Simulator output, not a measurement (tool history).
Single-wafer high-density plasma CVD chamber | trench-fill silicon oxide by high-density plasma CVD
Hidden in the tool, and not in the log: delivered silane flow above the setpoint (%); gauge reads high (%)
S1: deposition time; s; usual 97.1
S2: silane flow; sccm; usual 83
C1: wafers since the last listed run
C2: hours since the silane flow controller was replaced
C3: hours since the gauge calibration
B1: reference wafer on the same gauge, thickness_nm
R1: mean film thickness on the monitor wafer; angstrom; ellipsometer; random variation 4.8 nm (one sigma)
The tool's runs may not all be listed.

run	hour	S1	S2	C1	C2	C3	B1	R1
1	0	105.4	83	0	2074.7	1400.1	874.76	9927.76
2	102.2	97.1	75	1748	2176.9	1502.3	877.163	8396.43
3	183.2	97.1	75	1386	2257.9	1583.3	877.1	8377.66
4	250.1	97.1	75	1144	2324.8	1650.2	876.859	8418.91
5	421.1	97.1	83	2926	2495.8	1821.2	879.607	9182.74
6	491.5	97.1	83	1204	2566.2	1891.6	880.902	9204.05
7	582.6	90.5	74	1559	2657.3	1982.7	882.221	7816.94
8	652.4	87.7	83	1194	2727.1	2052.5	884.015	8299.58
9	689.5	97.1	83	634	2764.2	2089.6	884.559	9273.57
10	912.6	97.1	83	3817	2987.3	2312.7	885.785	9276.63
11	1176.9	97.1	83	4523	3251.6	2577	892.597	9283.55
12	1253.2	97.1	83	1305	3327.9	2653.3	890.338	9285.21
# hour 1397.8: silane flow controller replaced
# hour 1539.7: gauge calibrated
13	1567	97.1	83	5233	169.2	27.3	855.932	8874.2
14	1738.7	97.1	83	2938	340.9	199	857.8	9011.42
15	1807	103.8	75	1168	409.2	267.3	858.982	8839.04
16	2062.9	113.1	83	4379	665.1	523.2	861.428	10471.85
17	2170.1	97.1	83	1834	772.3	630.4	865.156	8944.75
18	2216.8	87.7	93	799	819	677.1	864.625	8957.02
19	2288.4	97.1	83	1225	890.6	748.7	864.976	9033.24
20	2328.3	80.6	94	682	930.5	788.6	868.721	8288.79
21	2385.2	97.1	83	973	987.4	845.5	866.641	8940.03
22	2447.5	97.1	83	1066	1049.7	907.8	868.098	8988.86
23	2488.3	116	83	698	1090.5	948.6	868.197	10763.18
24	2591.5	91.1	83	1766	1193.7	1051.8	869.239	8507.73
25	2684.2	97.1	83	1586	1286.4	1144.5	869.068	9136.52
26	2785.3	110.8	91	1730	1387.5	1245.6	874.466	11141.98
27	2883.9	112.6	79	1687	1486.1	1344.2	873.861	10116.79
28	2991.6	103.2	69	1843	1593.8	1451.9	874.259	8280.1
29	3047.4	97.1	83	954	1649.6	1507.7	875.733	9085.38

Forecast each of these 5 alternatives for the next run:
A	3047.8	97.1	97	6	1650	1508.1	?	?
B	3047.8	97.1	96	6	1650	1508.1	?	?
C	3047.8	106.3	91	6	1650	1508.1	?	?
D	3047.8	116.5	74	6	1650	1508.1	?	?
E	3047.8	97.1	95	6	1650	1508.1	?	?

run	B1	R1
A	875.227	10472.96
B	875.227	10383.77
C	875.227	10879.44
D	875.227	10104.31
E	875.227	10294.59
Without the tool's hidden state the same runs would have given:
run	R1
A	10209.39
B	10122.45
C	10605.64
D	9850.02
E	10035.51
